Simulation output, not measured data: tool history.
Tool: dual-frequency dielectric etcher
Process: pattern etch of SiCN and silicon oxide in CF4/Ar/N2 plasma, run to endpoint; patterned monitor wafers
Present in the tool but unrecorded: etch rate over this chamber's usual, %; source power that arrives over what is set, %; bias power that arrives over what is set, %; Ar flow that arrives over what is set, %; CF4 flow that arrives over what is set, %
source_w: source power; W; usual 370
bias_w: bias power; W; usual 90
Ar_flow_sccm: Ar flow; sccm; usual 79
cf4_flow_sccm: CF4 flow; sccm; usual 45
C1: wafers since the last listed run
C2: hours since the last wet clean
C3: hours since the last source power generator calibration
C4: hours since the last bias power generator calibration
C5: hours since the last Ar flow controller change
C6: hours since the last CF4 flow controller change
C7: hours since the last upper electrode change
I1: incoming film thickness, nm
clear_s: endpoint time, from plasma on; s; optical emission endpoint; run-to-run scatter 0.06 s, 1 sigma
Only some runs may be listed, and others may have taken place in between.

{"run": 1, "hour": 0.0, "source_w": 370, "bias_w": 90, "Ar_flow_sccm": 79, "cf4_flow_sccm": 45, "C1": 0, "C2": 17.2, "C3": 3269.8, "C4": 3645.1, "C5": 1317.5, "C6": 2432.7, "C7": 2447.4, "I1": 15.29, "clear_s": 19.8}
{"run": 2, "hour": 42.5, "source_w": 400, "bias_w": 90, "Ar_flow_sccm": 79, "cf4_flow_sccm": 45, "C1": 549, "C2": 59.7, "C3": 3312.3, "C4": 3687.6, "C5": 1360.0, "C6": 2475.2, "C7": 2489.9, "I1": 15.28, "clear_s": 18.9}
{"run": 3, "hour": 52.4, "source_w": 400, "bias_w": 90, "Ar_flow_sccm": 79, "cf4_flow_sccm": 45, "C1": 127, "C2": 69.6, "C3": 3322.2, "C4": 3697.5, "C5": 1369.9, "C6": 2485.1, "C7": 2499.8, "I1": 15.18, "clear_s": 18.9}
{"run": 4, "hour": 65.2, "source_w": 370, "bias_w": 90, "Ar_flow_sccm": 79, "cf4_flow_sccm": 42, "C1": 165, "C2": 82.4, "C3": 3335.0, "C4": 3710.3, "C5": 1382.7, "C6": 2497.9, "C7": 2512.6, "I1": 15.25, "clear_s": 20.0}
{"hour": 76.9, "done": "source power generator calibrated"}
{"hour": 79.3, "done": "Ar flow controller replaced"}
{"run": 5, "hour": 79.8, "source_w": 370, "bias_w": 90, "Ar_flow_sccm": 79, "cf4_flow_sccm": 42, "C1": 105, "C2": 97.0, "C3": 2.9, "C4": 3724.9, "C5": 0.5, "C6": 2512.5, "C7": 2527.2, "I1": 15.23, "clear_s": 20.0}
{"hour": 92.3, "done": "bias power generator calibrated"}
{"run": 6, "hour": 92.8, "source_w": 410, "bias_w": 77, "Ar_flow_sccm": 87, "cf4_flow_sccm": 50, "C1": 116, "C2": 110.0, "C3": 15.9, "C4": 0.5, "C5": 13.5, "C6": 2525.5, "C7": 2540.2, "I1": 15.45, "clear_s": 19.6}
{"hour": 122.1, "done": "upper electrode replaced"}
{"hour": 122.2, "done": "CF4 flow controller replaced"}
{"run": 7, "hour": 122.6, "source_w": 370, "bias_w": 90, "Ar_flow_sccm": 85, "cf4_flow_sccm": 45, "C1": 74, "C2": 139.8, "C3": 45.7, "C4": 30.3, "C5": 43.3, "C6": 0.4, "C7": 0.5, "I1": 15.3, "clear_s": 19.9}
{"run": 8, "hour": 123.0, "source_w": 370, "bias_w": 90, "Ar_flow_sccm": 59, "cf4_flow_sccm": 41, "C1": 5, "C2": 140.2, "C3": 46.1, "C4": 30.7, "C5": 43.7, "C6": 0.8, "C7": 0.9, "I1": 15.44, "clear_s": 19.3}
{"run": 9, "hour": 125.4, "source_w": 370, "bias_w": 90, "Ar_flow_sccm": 79, "cf4_flow_sccm": 45, "C1": 31, "C2": 142.6, "C3": 48.5, "C4": 33.1, "C5": 46.1, "C6": 3.2, "C7": 3.3, "I1": 15.2, "clear_s": 19.6}
{"run": 10, "hour": 140.0, "source_w": 370, "bias_w": 90, "Ar_flow_sccm": 79, "cf4_flow_sccm": 38, "C1": 188, "C2": 157.2, "C3": 63.1, "C4": 47.7, "C5": 60.7, "C6": 17.8, "C7": 17.9, "I1": 15.59, "clear_s": 20.8}
{"run": 11, "hour": 150.8, "source_w": 400, "bias_w": 90, "Ar_flow_sccm": 63, "cf4_flow_sccm": 41, "C1": 139, "C2": 168.0, "C3": 73.9, "C4": 58.5, "C5": 71.5, "C6": 28.6, "C7": 28.7, "I1": 15.26, "clear_s": 18.5}
{"run": 12, "hour": 166.3, "source_w": 370, "bias_w": 90, "Ar_flow_sccm": 79, "cf4_flow_sccm": 45, "C1": 200, "C2": 183.5, "C3": 89.4, "C4": 74.0, "C5": 87.0, "C6": 44.1, "C7": 44.2, "I1": 15.35, "clear_s": 19.5}
{"run": 13, "hour": 174.0, "source_w": 400, "bias_w": 90, "Ar_flow_sccm": 79, "cf4_flow_sccm": 39, "C1": 99, "C2": 191.2, "C3": 97.1, "C4": 81.7, "C5": 94.7, "C6": 51.8, "C7": 51.9, "I1": 15.37, "clear_s": 19.6}
{"run": 14, "hour": 189.6, "source_w": 280, "bias_w": 109, "Ar_flow_sccm": 79, "cf4_flow_sccm": 53, "C1": 201, "C2": 206.8, "C3": 112.7, "C4": 97.3, "C5": 110.3, "C6": 67.4, "C7": 67.5, "I1": 15.33, "clear_s": 20.5}
{"run": 15, "hour": 199.5, "source_w": 370, "bias_w": 90, "Ar_flow_sccm": 79, "cf4_flow_sccm": 45, "C1": 127, "C2": 216.7, "C3": 122.6, "C4": 107.2, "C5": 120.2, "C6": 77.3, "C7": 77.4, "I1": 15.43, "clear_s": 19.7}
{"run": 16, "hour": 217.2, "source_w": 370, "bias_w": 90, "Ar_flow_sccm": 79, "cf4_flow_sccm": 45, "C1": 228, "C2": 234.4, "C3": 140.3, "C4": 124.9, "C5": 137.9, "C6": 95.0, "C7": 95.1, "I1": 15.25, "clear_s": 19.4}
{"run": 17, "hour": 227.9, "source_w": 370, "bias_w": 90, "Ar_flow_sccm": 79, "cf4_flow_sccm": 45, "C1": 138, "C2": 245.1, "C3": 151.0, "C4": 135.6, "C5": 148.6, "C6": 105.7, "C7": 105.8, "I1": 15.47, "clear_s": 19.6}
{"run": 18, "hour": 241.5, "source_w": 370, "bias_w": 90, "Ar_flow_sccm": 79, "cf4_flow_sccm": 45, "C1": 175, "C2": 258.7, "C3": 164.6, "C4": 149.2, "C5": 162.2, "C6": 119.3, "C7": 119.4, "I1": 15.34, "clear_s": 19.4}
{"run": 19, "hour": 259.1, "source_w": 310, "bias_w": 100, "Ar_flow_sccm": 65, "cf4_flow_sccm": 34, "C1": 227, "C2": 276.3, "C3": 182.2, "C4": 166.8, "C5": 179.8, "C6": 136.9, "C7": 137.0, "I1": 15.44, "clear_s": 21.4}
{"run": 20, "hour": 270.9, "source_w": 440, "bias_w": 103, "Ar_flow_sccm": 66, "cf4_flow_sccm": 53, "C1": 152, "C2": 288.1, "C3": 194.0, "C4": 178.6, "C5": 191.6, "C6": 148.7, "C7": 148.8, "I1": 15.28, "clear_s": 15.9}

Run 21 comes next. What will it give?
{"run": 21, "hour": 282.0, "source_w": 370, "bias_w": 90, "Ar_flow_sccm": 79, "cf4_flow_sccm": 45, "C1": 143, "C2": 299.2, "C3": 205.1, "C4": 189.7, "C5": 202.7, "C6": 159.8, "C7": 159.9, "I1": 15.24, "clear_s": "?"}

clear_s: 19.2 s
With the hidden condition absent and the run-to-run variation left alone, this run would have shown clear_s 19.8 s.

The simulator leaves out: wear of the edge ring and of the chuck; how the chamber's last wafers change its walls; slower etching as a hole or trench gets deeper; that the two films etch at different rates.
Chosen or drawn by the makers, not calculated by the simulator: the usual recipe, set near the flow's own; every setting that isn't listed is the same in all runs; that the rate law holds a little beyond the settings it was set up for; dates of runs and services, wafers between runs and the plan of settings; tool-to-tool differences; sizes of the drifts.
